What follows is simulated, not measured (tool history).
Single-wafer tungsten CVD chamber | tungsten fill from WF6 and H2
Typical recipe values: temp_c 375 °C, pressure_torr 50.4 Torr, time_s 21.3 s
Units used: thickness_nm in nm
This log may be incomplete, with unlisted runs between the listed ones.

run,day,temp_c,pressure_torr,time_s,wafers since the last listed run,hours since the last thermocouple change,hours since the last manometer calibration,hours since the showerhead was replaced,hours since the gauge calibration,"read-back reference wafer on the same gauge, thickness_nm",thickness_nm
1,0,380,50.4,21.3,0,2760.1,1211.7,7260.8,140.6,55.588,48.96
2,0.504,380,50.4,21.3,266,2772.2,1223.8,7272.9,152.7,55.623,48.712
3,0.875,380,50.4,21.3,195,2781.1,1232.7,7281.8,161.6,55.577,48.798
4,1.142,375,50.4,21.3,140,2787.5,1239.1,7288.2,168,55.558,44.406
5,1.467,375,50.4,22.3,171,2795.3,1246.9,7296,175.8,55.589,46.614
6,1.829,375,40.7,20.4,191,2804,1255.6,7304.7,184.5,55.612,36.771
7,2.133,375,40.7,20.4,160,2811.3,1262.9,7312,191.8,55.558,36.694
# day 2.783: capacitance manometer re-zeroed and calibrated
8,2.804,375,43.8,21.3,178,2827.4,0.5,7328.1,207.9,55.575,41.977
9,3.038,375,50.4,21.3,123,2833,6.1,7333.7,213.5,55.536,46.221
# day 3.638: thermocouple changed; heater temperature recalibrated
10,3.658,375,50.4,21.3,151,0.5,21,7348.6,228.4,55.629,51.168
11,3.958,375,50.4,21.3,158,7.7,28.2,7355.8,235.6,55.608,51.053
# day 4.396: gauge calibrated
12,4.567,364,56.3,24.2,321,22.3,42.8,7370.4,4.1,55.57,50.43
# day 4.925: showerhead replaced
13,5.033,375,38.1,21.3,70,33.5,54,2.6,15.3,55.605,41.931
14,5.596,363,57.8,24.9,296,47,67.5,16.1,28.8,55.594,51.649
15,6.296,375,50.4,21.3,369,63.8,84.3,32.9,45.6,55.606,50.642
16,7.012,375,62.3,17.6,378,81,101.5,50.1,62.8,55.626,47.346
17,7.396,375,50.4,21.3,202,90.2,110.7,59.3,72,55.584,50.479
18,7.654,375,50.4,21.3,136,96.4,116.9,65.5,78.2,55.594,50.521
19,8.138,383,39.3,18.1,255,108,128.5,77.1,89.8,55.579,41.811
20,8.396,365,61.1,21.3,136,114.2,134.7,83.3,96,55.587,47.029
21,8.9,375,50.4,21.3,266,126.3,146.8,95.4,108.1,55.607,50.335
22,9.171,388,50.4,24.1,142,132.8,153.3,101.9,114.6,55.586,71.905

Each row is a separate what-if for the run after 22, all from the same tool condition, not one after another. Results?
A,9.188,375,50.4,19.9,8,133.2,153.7,102.3,115,?,?
B,9.188,363,55.7,23.6,8,133.2,153.7,102.3,115,?,?
C,9.188,368,50.4,21.3,8,133.2,153.7,102.3,115,?,?

run,"read-back reference wafer on the same gauge, thickness_nm",thickness_nm
A,55.591,47.061
B,55.591,47.426
C,55.591,44.254
Without the tool's unlogged condition, the same runs would have read:
run,thickness_nm
A,48.236
B,48.645
C,45.386

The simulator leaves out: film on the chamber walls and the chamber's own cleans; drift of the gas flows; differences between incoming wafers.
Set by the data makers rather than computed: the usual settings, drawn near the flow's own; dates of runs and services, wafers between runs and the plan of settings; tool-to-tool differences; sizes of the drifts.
